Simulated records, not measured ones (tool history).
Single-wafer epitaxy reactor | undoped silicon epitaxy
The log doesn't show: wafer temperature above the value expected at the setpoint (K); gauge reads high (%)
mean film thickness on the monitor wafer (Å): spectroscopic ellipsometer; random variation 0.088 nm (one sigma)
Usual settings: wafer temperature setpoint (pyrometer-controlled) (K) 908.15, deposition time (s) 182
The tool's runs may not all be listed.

run,hour,wafer temperature setpoint (pyrometer-controlled) (K),deposition time (s),wafers since the last listed run,hours since the last pyrometer calibration,hours since the gauge calibration,"read-back reference wafer on the same gauge, thickness_nm",mean film thickness on the monitor wafer (Å)
1,0,908.15,182,0,1196.5,40.9,23.612,230.34
2,39.2,908.15,182,388,1235.7,80.1,23.61,233.14
3,95.9,908.15,182,562,1292.4,136.8,23.593,231.4
4,142.6,908.15,182,462,1339.1,183.5,23.585,232.14
5,209.4,908.15,182,662,1405.9,250.3,23.602,233.08
6,262.7,916.15,182,528,1459.2,303.6,23.612,283.11
7,302.3,916.15,182,392,1498.8,343.2,23.589,285.47
# hour 317.3: gauge calibrated
8,350.8,923.15,217,480,1547.3,33.5,23.595,406.41
9,408.3,899.15,152,569,1604.8,91,23.609,153.42
# hour 433.9: pyrometer calibrated
10,434.4,894.15,170,179,0.5,117.1,23.602,139.93
11,476.3,908.15,182,415,42.4,159,23.596,216.32
12,508.5,917.15,182,319,74.6,191.2,23.614,273.96
13,543.1,899.15,208,342,109.2,225.8,23.593,198.69
14,584.9,916.15,182,414,151,267.6,23.591,269.47

5 ways to go on from here, each from the tool as it stands after run 14. What would each give?
A,585.4,908.15,182,4,151.5,268.1,?,?
B,585.4,895.15,211,4,151.5,268.1,?,?
C,585.4,902.15,147,4,151.5,268.1,?,?
D,585.4,916.15,161,4,151.5,268.1,?,?
E,585.4,919.15,198,4,151.5,268.1,?,?

run,"read-back reference wafer on the same gauge, thickness_nm",mean film thickness on the monitor wafer (Å)
A,23.576,220.62
B,23.576,182.29
C,23.576,152.62
D,23.576,239.09
E,23.576,316.96
Without the tool's hidden state the same runs would have given:
run,mean film thickness on the monitor wafer (Å)
A,217.4
B,179.54
C,150.36
D,235.67
E,312.46
